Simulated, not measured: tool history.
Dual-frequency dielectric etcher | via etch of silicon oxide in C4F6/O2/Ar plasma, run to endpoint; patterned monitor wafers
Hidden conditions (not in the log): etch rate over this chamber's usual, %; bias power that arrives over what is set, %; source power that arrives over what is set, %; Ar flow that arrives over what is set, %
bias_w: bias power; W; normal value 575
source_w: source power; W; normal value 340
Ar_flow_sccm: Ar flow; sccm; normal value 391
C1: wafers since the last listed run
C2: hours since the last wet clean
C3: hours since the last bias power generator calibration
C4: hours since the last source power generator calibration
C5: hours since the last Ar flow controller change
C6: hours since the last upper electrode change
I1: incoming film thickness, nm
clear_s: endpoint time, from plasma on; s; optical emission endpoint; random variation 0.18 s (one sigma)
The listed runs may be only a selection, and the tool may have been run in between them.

{"run": 1, "hour": 0.0, "bias_w": 575, "source_w": 340, "Ar_flow_sccm": 391, "C1": 0, "C2": 17.5, "C3": 3582.1, "C4": 1296.9, "C5": 2269.2, "C6": 4637.3, "I1": 122.5, "clear_s": 28.9}
{"run": 2, "hour": 24.2, "bias_w": 575, "source_w": 340, "Ar_flow_sccm": 391, "C1": 431, "C2": 41.7, "C3": 3606.3, "C4": 1321.1, "C5": 2293.4, "C6": 4661.5, "I1": 122.9, "clear_s": 29.2}
{"run": 3, "hour": 51.8, "bias_w": 575, "source_w": 340, "Ar_flow_sccm": 391, "C1": 491, "C2": 69.3, "C3": 3633.9, "C4": 1348.7, "C5": 2321, "C6": 4689.1, "I1": 121.9, "clear_s": 29.3}
{"run": 4, "hour": 80.3, "bias_w": 575, "source_w": 340, "Ar_flow_sccm": 391, "C1": 508, "C2": 97.8, "C3": 3662.4, "C4": 1377.2, "C5": 2349.5, "C6": 4717.6, "I1": 123, "clear_s": 29.3}
{"run": 5, "hour": 115.8, "bias_w": 475, "source_w": 340, "Ar_flow_sccm": 391, "C1": 632, "C2": 133.3, "C3": 3697.9, "C4": 1412.7, "C5": 2385, "C6": 4753.1, "I1": 122.6, "clear_s": 30.7}
{"run": 6, "hour": 134.9, "bias_w": 475, "source_w": 340, "Ar_flow_sccm": 391, "C1": 340, "C2": 152.4, "C3": 3717, "C4": 1431.8, "C5": 2404.1, "C6": 4772.2, "I1": 121.9, "clear_s": 30.6}
{"run": 7, "hour": 159.1, "bias_w": 475, "source_w": 340, "Ar_flow_sccm": 391, "C1": 431, "C2": 176.6, "C3": 3741.2, "C4": 1456, "C5": 2428.3, "C6": 4796.4, "I1": 123.2, "clear_s": 31.1}
{"run": 8, "hour": 181.4, "bias_w": 575, "source_w": 340, "Ar_flow_sccm": 391, "C1": 397, "C2": 198.9, "C3": 3763.5, "C4": 1478.3, "C5": 2450.6, "C6": 4818.7, "I1": 123.5, "clear_s": 29.8}
{"run": 9, "hour": 200.6, "bias_w": 575, "source_w": 340, "Ar_flow_sccm": 391, "C1": 342, "C2": 218.1, "C3": 3782.7, "C4": 1497.5, "C5": 2469.8, "C6": 4837.9, "I1": 124.2, "clear_s": 30.2}
{"run": 10, "hour": 233.3, "bias_w": 575, "source_w": 340, "Ar_flow_sccm": 391, "C1": 582, "C2": 250.8, "C3": 3815.4, "C4": 1530.2, "C5": 2502.5, "C6": 4870.6, "I1": 122.6, "clear_s": 29.6}
{"run": 11, "hour": 250.2, "bias_w": 651, "source_w": 340, "Ar_flow_sccm": 391, "C1": 301, "C2": 267.7, "C3": 3832.3, "C4": 1547.1, "C5": 2519.4, "C6": 4887.5, "I1": 123, "clear_s": 28.8}
{"run": 12, "hour": 280.5, "bias_w": 651, "source_w": 340, "Ar_flow_sccm": 391, "C1": 540, "C2": 298, "C3": 3862.6, "C4": 1577.4, "C5": 2549.7, "C6": 4917.8, "I1": 123.5, "clear_s": 28.7}
{"run": 13, "hour": 304.8, "bias_w": 651, "source_w": 340, "Ar_flow_sccm": 391, "C1": 433, "C2": 322.3, "C3": 3886.9, "C4": 1601.7, "C5": 2574, "C6": 4942.1, "I1": 122.7, "clear_s": 28.6}
{"run": 14, "hour": 336.6, "bias_w": 575, "source_w": 340, "Ar_flow_sccm": 391, "C1": 566, "C2": 354.1, "C3": 3918.7, "C4": 1633.5, "C5": 2605.8, "C6": 4973.9, "I1": 122.3, "clear_s": 29.7}
{"hour": 352.7, "done": "Ar flow controller replaced"}
{"hour": 374.6, "done": "bias power generator calibrated"}
{"hour": 396.2, "done": "upper electrode replaced"}
{"run": 15, "hour": 396.7, "bias_w": 575, "source_w": 340, "Ar_flow_sccm": 391, "C1": 508, "C2": 414.2, "C3": 22.1, "C4": 1693.6, "C5": 44, "C6": 0.5, "I1": 121.5, "clear_s": 29.8}
{"run": 16, "hour": 414.9, "bias_w": 575, "source_w": 310, "Ar_flow_sccm": 391, "C1": 324, "C2": 432.4, "C3": 40.3, "C4": 1711.8, "C5": 62.2, "C6": 18.7, "I1": 123.6, "clear_s": 31.3}
{"run": 17, "hour": 447.1, "bias_w": 691, "source_w": 390, "Ar_flow_sccm": 423, "C1": 573, "C2": 464.6, "C3": 72.5, "C4": 1744, "C5": 94.4, "C6": 50.9, "I1": 123.8, "clear_s": 27.5}
{"run": 18, "hour": 467.0, "bias_w": 575, "source_w": 400, "Ar_flow_sccm": 336, "C1": 354, "C2": 484.5, "C3": 92.4, "C4": 1763.9, "C5": 114.3, "C6": 70.8, "I1": 123.8, "clear_s": 28.3}
{"run": 19, "hour": 497.5, "bias_w": 575, "source_w": 260, "Ar_flow_sccm": 333, "C1": 543, "C2": 515, "C3": 122.9, "C4": 1794.4, "C5": 144.8, "C6": 101.3, "I1": 122.8, "clear_s": 32.8}
{"hour": 530.4, "done": "source power generator calibrated"}
{"hour": 530.5, "done": "wet clean of the chamber"}
{"run": 20, "hour": 531.0, "bias_w": 482, "source_w": 370, "Ar_flow_sccm": 308, "C1": 525, "C2": 0.5, "C3": 156.4, "C4": 0.6, "C5": 178.3, "C6": 134.8, "I1": 122.3, "clear_s": 29.5}
{"run": 21, "hour": 534.0, "bias_w": 575, "source_w": 340, "Ar_flow_sccm": 391, "C1": 53, "C2": 3.5, "C3": 159.4, "C4": 3.6, "C5": 181.3, "C6": 137.8, "I1": 124.1, "clear_s": 29.7}
{"run": 22, "hour": 548.2, "bias_w": 575, "source_w": 340, "Ar_flow_sccm": 391, "C1": 253, "C2": 17.7, "C3": 173.6, "C4": 17.8, "C5": 195.5, "C6": 152, "I1": 123.2, "clear_s": 29.8}
{"run": 23, "hour": 564.9, "bias_w": 575, "source_w": 400, "Ar_flow_sccm": 336, "C1": 297, "C2": 34.4, "C3": 190.3, "C4": 34.5, "C5": 212.2, "C6": 168.7, "I1": 123.6, "clear_s": 27.6}
{"run": 24, "hour": 598.2, "bias_w": 658, "source_w": 310, "Ar_flow_sccm": 479, "C1": 593, "C2": 67.7, "C3": 223.6, "C4": 67.8, "C5": 245.5, "C6": 202, "I1": 123, "clear_s": 29.7}
{"run": 25, "hour": 632.5, "bias_w": 575, "source_w": 340, "Ar_flow_sccm": 344, "C1": 611, "C2": 102, "C3": 257.9, "C4": 102.1, "C5": 279.8, "C6": 236.3, "I1": 122.7, "clear_s": 29.6}
{"run": 26, "hour": 658.1, "bias_w": 575, "source_w": 370, "Ar_flow_sccm": 391, "C1": 456, "C2": 127.6, "C3": 283.5, "C4": 127.7, "C5": 305.4, "C6": 261.9, "I1": 123.2, "clear_s": 28.8}
{"run": 27, "hour": 685.1, "bias_w": 676, "source_w": 410, "Ar_flow_sccm": 339, "C1": 481, "C2": 154.6, "C3": 310.5, "C4": 154.7, "C5": 332.4, "C6": 288.9, "I1": 123.2, "clear_s": 26.3}
{"run": 28, "hour": 709.1, "bias_w": 575, "source_w": 340, "Ar_flow_sccm": 465, "C1": 427, "C2": 178.6, "C3": 334.5, "C4": 178.7, "C5": 356.4, "C6": 312.9, "I1": 123, "clear_s": 30.2}

Forecast each of these 3 alternatives for the next run:
{"run": "A", "hour": 709.5, "bias_w": 575, "source_w": 340, "Ar_flow_sccm": 391, "C1": 7, "C2": 179, "C3": 334.9, "C4": 179.1, "C5": 356.8, "C6": 313.3, "I1": 123.1, "clear_s": "?"}
{"run": "B", "hour": 709.5, "bias_w": 575, "source_w": 340, "Ar_flow_sccm": 481, "C1": 7, "C2": 179, "C3": 334.9, "C4": 179.1, "C5": 356.8, "C6": 313.3, "I1": 123.1, "clear_s": "?"}
{"run": "C", "hour": 709.5, "bias_w": 575, "source_w": 340, "Ar_flow_sccm": 447, "C1": 7, "C2": 179, "C3": 334.9, "C4": 179.1, "C5": 356.8, "C6": 313.3, "I1": 123.1, "clear_s": "?"}

run=A clear_s=29.9
run=B clear_s=30.4
run=C clear_s=30.3
Stripped of hidden state, with their random variation kept, the same runs would have yielded:
run=A clear_s=29.3
run=B clear_s=29.8
run=C clear_s=29.6

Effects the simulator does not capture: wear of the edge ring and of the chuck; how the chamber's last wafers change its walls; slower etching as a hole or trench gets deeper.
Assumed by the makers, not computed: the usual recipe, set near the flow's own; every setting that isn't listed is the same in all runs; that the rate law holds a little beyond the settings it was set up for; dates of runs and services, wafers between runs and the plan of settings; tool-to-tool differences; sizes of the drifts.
